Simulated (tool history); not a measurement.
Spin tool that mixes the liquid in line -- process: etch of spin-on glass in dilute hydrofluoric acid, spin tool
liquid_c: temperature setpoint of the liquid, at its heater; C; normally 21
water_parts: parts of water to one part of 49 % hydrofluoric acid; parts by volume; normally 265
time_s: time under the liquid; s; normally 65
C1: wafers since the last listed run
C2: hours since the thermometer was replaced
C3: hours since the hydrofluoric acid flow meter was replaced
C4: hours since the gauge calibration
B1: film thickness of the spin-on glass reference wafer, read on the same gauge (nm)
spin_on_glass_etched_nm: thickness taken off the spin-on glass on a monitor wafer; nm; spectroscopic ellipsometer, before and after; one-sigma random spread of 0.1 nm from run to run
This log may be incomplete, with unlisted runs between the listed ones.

{"run": 1, "hour": 0.0, "liquid_c": 21, "water_parts": 350, "time_s": 65, "C1": 0, "C2": 694.7, "C3": 597.4, "C4": 167.8, "B1": 79.99, "spin_on_glass_etched_nm": 8.1}
{"run": 2, "hour": 28.4, "liquid_c": 21, "water_parts": 295, "time_s": 65, "C1": 403, "C2": 723.1, "C3": 625.8, "C4": 196.2, "B1": 80.04, "spin_on_glass_etched_nm": 10.08}
{"run": 3, "hour": 71.9, "liquid_c": 21, "water_parts": 175, "time_s": 65, "C1": 618, "C2": 766.6, "C3": 669.3, "C4": 239.7, "B1": 80, "spin_on_glass_etched_nm": 19.18}
{"run": 4, "hour": 106.0, "liquid_c": 21, "water_parts": 175, "time_s": 65, "C1": 484, "C2": 800.7, "C3": 703.4, "C4": 273.8, "B1": 79.98, "spin_on_glass_etched_nm": 19.63}
{"run": 5, "hour": 125.6, "liquid_c": 21, "water_parts": 175, "time_s": 65, "C1": 278, "C2": 820.3, "C3": 723, "C4": 293.4, "B1": 80.02, "spin_on_glass_etched_nm": 19.65}
{"run": 6, "hour": 141.1, "liquid_c": 21, "water_parts": 265, "time_s": 65, "C1": 220, "C2": 835.8, "C3": 738.5, "C4": 308.9, "B1": 80.01, "spin_on_glass_etched_nm": 11.64}
{"run": 7, "hour": 174.0, "liquid_c": 21, "water_parts": 265, "time_s": 65, "C1": 467, "C2": 868.7, "C3": 771.4, "C4": 341.8, "B1": 80, "spin_on_glass_etched_nm": 11.64}
{"run": 8, "hour": 191.0, "liquid_c": 21, "water_parts": 265, "time_s": 65, "C1": 241, "C2": 885.7, "C3": 788.4, "C4": 358.8, "B1": 80.04, "spin_on_glass_etched_nm": 11.55}
{"run": 9, "hour": 208.5, "liquid_c": 21, "water_parts": 265, "time_s": 80, "C1": 248, "C2": 903.2, "C3": 805.9, "C4": 376.3, "B1": 80.01, "spin_on_glass_etched_nm": 14.31}
{"run": 10, "hour": 240.5, "liquid_c": 21, "water_parts": 265, "time_s": 80, "C1": 454, "C2": 935.2, "C3": 837.9, "C4": 408.3, "B1": 80.03, "spin_on_glass_etched_nm": 14.16}
{"run": 11, "hour": 261.9, "liquid_c": 21, "water_parts": 265, "time_s": 65, "C1": 304, "C2": 956.6, "C3": 859.3, "C4": 429.7, "B1": 80.01, "spin_on_glass_etched_nm": 11.6}
{"hour": 286.6, "done": "gauge calibrated"}
{"hour": 294.8, "done": "thermometer replaced"}
{"run": 12, "hour": 295.4, "liquid_c": 21, "water_parts": 265, "time_s": 65, "C1": 461, "C2": 0.6, "C3": 892.8, "C4": 8.8, "B1": 79.97, "spin_on_glass_etched_nm": 10.62}
{"run": 13, "hour": 313.2, "liquid_c": 21, "water_parts": 265, "time_s": 65, "C1": 252, "C2": 18.4, "C3": 910.6, "C4": 26.6, "B1": 79.98, "spin_on_glass_etched_nm": 10.54}
{"run": 14, "hour": 327.1, "liquid_c": 21, "water_parts": 265, "time_s": 35, "C1": 197, "C2": 32.3, "C3": 924.5, "C4": 40.5, "B1": 79.95, "spin_on_glass_etched_nm": 5.59}
{"run": 15, "hour": 342.8, "liquid_c": 23.5, "water_parts": 265, "time_s": 85, "C1": 223, "C2": 48, "C3": 940.2, "C4": 56.2, "B1": 79.97, "spin_on_glass_etched_nm": 14.83}
{"run": 16, "hour": 365.7, "liquid_c": 21, "water_parts": 360, "time_s": 50, "C1": 325, "C2": 70.9, "C3": 963.1, "C4": 79.1, "B1": 80, "spin_on_glass_etched_nm": 5.41}
{"run": 17, "hour": 388.9, "liquid_c": 17, "water_parts": 265, "time_s": 30, "C1": 329, "C2": 94.1, "C3": 986.3, "C4": 102.3, "B1": 80.03, "spin_on_glass_etched_nm": 4.14}
{"hour": 417.0, "done": "hydrofluoric acid flow meter replaced"}
{"run": 18, "hour": 478.5, "liquid_c": 24, "water_parts": 265, "time_s": 45, "C1": 1259, "C2": 183.7, "C3": 61.5, "C4": 191.9, "B1": 79.99, "spin_on_glass_etched_nm": 9.38}
{"run": 19, "hour": 505.4, "liquid_c": 21, "water_parts": 265, "time_s": 65, "C1": 382, "C2": 210.6, "C3": 88.4, "C4": 218.8, "B1": 80, "spin_on_glass_etched_nm": 11.95}
{"run": 20, "hour": 522.0, "liquid_c": 21, "water_parts": 265, "time_s": 95, "C1": 235, "C2": 227.2, "C3": 105, "C4": 235.4, "B1": 80, "spin_on_glass_etched_nm": 17.7}
{"run": 21, "hour": 535.0, "liquid_c": 21, "water_parts": 175, "time_s": 65, "C1": 184, "C2": 240.2, "C3": 118, "C4": 248.4, "B1": 79.97, "spin_on_glass_etched_nm": 19.71}
{"run": 22, "hour": 564.2, "liquid_c": 21, "water_parts": 265, "time_s": 65, "C1": 414, "C2": 269.4, "C3": 147.2, "C4": 277.6, "B1": 80.01, "spin_on_glass_etched_nm": 11.89}
{"run": 23, "hour": 577.5, "liquid_c": 17, "water_parts": 300, "time_s": 100, "C1": 189, "C2": 282.7, "C3": 160.5, "C4": 290.9, "B1": 80, "spin_on_glass_etched_nm": 13.54}
{"run": 24, "hour": 591.2, "liquid_c": 23, "water_parts": 265, "time_s": 90, "C1": 194, "C2": 296.4, "C3": 174.2, "C4": 304.6, "B1": 79.99, "spin_on_glass_etched_nm": 17.69}
{"run": 25, "hour": 621.6, "liquid_c": 23.5, "water_parts": 265, "time_s": 90, "C1": 432, "C2": 326.8, "C3": 204.6, "C4": 335, "B1": 79.99, "spin_on_glass_etched_nm": 18.22}
{"run": 26, "hour": 650.9, "liquid_c": 21, "water_parts": 265, "time_s": 65, "C1": 416, "C2": 356.1, "C3": 233.9, "C4": 364.3, "B1": 80.01, "spin_on_glass_etched_nm": 11.92}

Each row is a separate what-if for the run after 26, all from the same tool condition, not one after another. Results?
{"run": "A", "hour": 651.3, "liquid_c": 21, "water_parts": 265, "time_s": 65, "C1": 5, "C2": 356.5, "C3": 234.3, "C4": 364.7, "B1": "?", "spin_on_glass_etched_nm": "?"}
{"run": "B", "hour": 651.3, "liquid_c": 19, "water_parts": 265, "time_s": 45, "C1": 5, "C2": 356.5, "C3": 234.3, "C4": 364.7, "B1": "?", "spin_on_glass_etched_nm": "?"}
{"run": "C", "hour": 651.3, "liquid_c": 21, "water_parts": 265, "time_s": 105, "C1": 5, "C2": 356.5, "C3": 234.3, "C4": 364.7, "B1": "?", "spin_on_glass_etched_nm": "?"}
{"run": "D", "hour": 651.3, "liquid_c": 19, "water_parts": 265, "time_s": 80, "C1": 5, "C2": 356.5, "C3": 234.3, "C4": 364.7, "B1": "?", "spin_on_glass_etched_nm": "?"}
{"run": "E", "hour": 651.3, "liquid_c": 23.5, "water_parts": 205, "time_s": 45, "C1": 5, "C2": 356.5, "C3": 234.3, "C4": 364.7, "B1": "?", "spin_on_glass_etched_nm": "?"}

run=A B1=80.02 spin_on_glass_etched_nm=11.76
run=B B1=80.02 spin_on_glass_etched_nm=7.57
run=C B1=80.02 spin_on_glass_etched_nm=19
run=D B1=80.02 spin_on_glass_etched_nm=13.45
run=E B1=80.02 spin_on_glass_etched_nm=12.27
What these runs would have given with no unlogged condition in the tool:
run=A spin_on_glass_etched_nm=11.71
run=B spin_on_glass_etched_nm=7.52
run=C spin_on_glass_etched_nm=18.91
run=D spin_on_glass_etched_nm=13.37
run=E spin_on_glass_etched_nm=12.2

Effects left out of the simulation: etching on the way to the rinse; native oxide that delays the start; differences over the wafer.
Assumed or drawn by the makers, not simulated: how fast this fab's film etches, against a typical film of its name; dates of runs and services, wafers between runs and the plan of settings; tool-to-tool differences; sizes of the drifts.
